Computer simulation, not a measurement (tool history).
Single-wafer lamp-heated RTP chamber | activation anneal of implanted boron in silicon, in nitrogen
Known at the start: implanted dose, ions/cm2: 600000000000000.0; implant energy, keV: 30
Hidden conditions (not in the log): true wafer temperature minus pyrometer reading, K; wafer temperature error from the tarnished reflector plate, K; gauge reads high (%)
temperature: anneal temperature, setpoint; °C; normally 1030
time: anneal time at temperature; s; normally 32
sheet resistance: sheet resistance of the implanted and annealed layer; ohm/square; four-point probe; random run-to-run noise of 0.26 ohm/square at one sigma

| run | day | temperature | time | wafers since the last listed run | wafers since the last pyrometer calibration | wafers since the reflector plate was cleaned | hours since the gauge calibration | read-back reference wafer on the same gauge, sheet resistance | sheet resistance |
|---|---|---|---|---|---|---|---|---|---|
| 1 | 0 | 1030 | 32 | 0 | 49 | 1220 | 571.2 | 150.96 | 171.31 |
| 2 | 0.679 | 1030 | 32 | 179 | 228 | 1399 | 587.5 | 150.9 | 171.37 |
| 3 | 1.538 | 1030 | 32 | 226 | 454 | 1625 | 608.1 | 151.09 | 171.17 |
| 4 | 3.758 | 1053 | 32 | 586 | 1040 | 2211 | 661.4 | 150.98 | 168.9 |
| 5 | 4.979 | 1030 | 32 | 322 | 1363 | 2534 | 690.7 | 150.96 | 170.03 |
| 6 | 6.125 | 1051 | 32 | 302 | 1665 | 2836 | 718.2 | 151.13 | 168.77 |
| 7 | 7.588 | 1016 | 32 | 385 | 2051 | 3222 | 753.3 | 151.06 | 171.49 |
|  | 8.471 | pyrometer window cleaned and pyrometer calibrated |
| 8 | 8.496 | 1030 | 32 | 151 | 6 | 3374 | 775.1 | 150.98 | 171.56 |
| 9 | 9.467 | 1030 | 32 | 256 | 262 | 3630 | 798.4 | 150.92 | 170.92 |
| 10 | 10.817 | 1030 | 32 | 356 | 619 | 3986 | 830.8 | 151.07 | 171.34 |
| 11 | 11.646 | 1030 | 47 | 218 | 837 | 4205 | 850.7 | 151.11 | 170.15 |
| 12 | 12.529 | 1030 | 47 | 233 | 1070 | 4438 | 871.9 | 151 | 169.59 |
| 13 | 13.762 | 1030 | 47 | 325 | 1396 | 4764 | 901.5 | 150.99 | 169.37 |
| 14 | 14.725 | 1010 | 32 | 253 | 1650 | 5018 | 924.6 | 151.01 | 172.37 |
|  | 14.988 | gauge calibrated |
|  | 15.783 | pyrometer window cleaned and pyrometer calibrated |
| 15 | 15.804 | 1030 | 32 | 196 | 5 | 5214 | 19.6 | 150.96 | 171.39 |
| 16 | 16.817 | 1030 | 32 | 267 | 272 | 5482 | 43.9 | 151.03 | 171.25 |
| 17 | 17.421 | 1030 | 32 | 159 | 431 | 5641 | 58.4 | 150.95 | 171.15 |
| 18 | 18.9 | 1030 | 32 | 390 | 822 | 6031 | 93.9 | 150.96 | 170.87 |
| 19 | 20.071 | 1004 | 44 | 308 | 1131 | 6340 | 122 | 150.9 | 172.13 |
| 20 | 20.975 | 1030 | 32 | 238 | 1369 | 6579 | 143.7 | 151.08 | 170.22 |
| 21 | 21.575 | 1030 | 44 | 158 | 1528 | 6737 | 158.1 | 151.06 | 169.87 |
|  | 22.433 | reflector plate cleaned |
| 22 | 22.454 | 1057 | 45 | 144 | 1672 | 5 | 179.2 | 150.92 | 167.96 |
| 23 | 23.725 | 1030 | 27 | 335 | 2007 | 341 | 209.7 | 150.91 | 170.9 |
|  | 25.075 | pyrometer window cleaned and pyrometer calibrated |
| 24 | 25.096 | 1016 | 25 | 273 | 5 | 615 | 242.6 | 150.97 | 174.22 |
| 25 | 25.683 | 1030 | 32 | 155 | 160 | 770 | 256.7 | 151.06 | 171.55 |
| 26 | 26.812 | 1001 | 32 | 297 | 458 | 1068 | 283.8 | 150.93 | 175.48 |
| 27 | 27.738 | 1030 | 32 | 244 | 702 | 1312 | 306 | 151.07 | 170.67 |
| 28 | 29.233 | 1005 | 13 | 394 | 1097 | 1706 | 341.9 | 151 | 175.72 |
| 29 | 30.133 | 1048 | 27 | 237 | 1335 | 1944 | 363.5 | 151.03 | 169.91 |
| 30 | 31.404 | 1030 | 32 | 335 | 1670 | 2279 | 394 | 151.13 | 171.17 |
|  | 34.204 | pyrometer window cleaned and pyrometer calibrated |
| 31 | 35.258 | 1051 | 14 | 929 | 277 | 3208 | 486.5 | 151.05 | 171.78 |
| 32 | 36.729 | 1058 | 19 | 388 | 666 | 3597 | 521.8 | 150.95 | 170.09 |
| 33 | 38.183 | 1030 | 32 | 383 | 1049 | 3980 | 556.7 | 151.05 | 170.44 |
| 34 | 39.483 | 1030 | 32 | 343 | 1392 | 4323 | 587.9 | 151.02 | 170.33 |
| 35 | 40.679 | 1049 | 27 | 315 | 1708 | 4639 | 616.6 | 150.91 | 169.67 |

Each row is a separate what-if for the run after 35, all from the same tool condition, not one after another. Results?
| A | 40.696 | 1030 | 32 | 4 | 1712 | 4643 | 617 | ? | ? |
| B | 40.696 | 1054 | 48 | 4 | 1712 | 4643 | 617 | ? | ? |
| C | 40.696 | 1030 | 22 | 4 | 1712 | 4643 | 617 | ? | ? |

| run | read-back reference wafer on the same gauge, sheet resistance | sheet resistance |
|---|---|---|
| A | 150.9 | 170.28 |
| B | 150.9 | 167.69 |
| C | 150.9 | 171.12 |
The same runs, with their run-to-run variation unchanged, on a tool lacking any hidden condition would have given:
| run | sheet resistance |
|---|---|
| A | 171.55 |
| B | 168.56 |
| C | 172.35 |
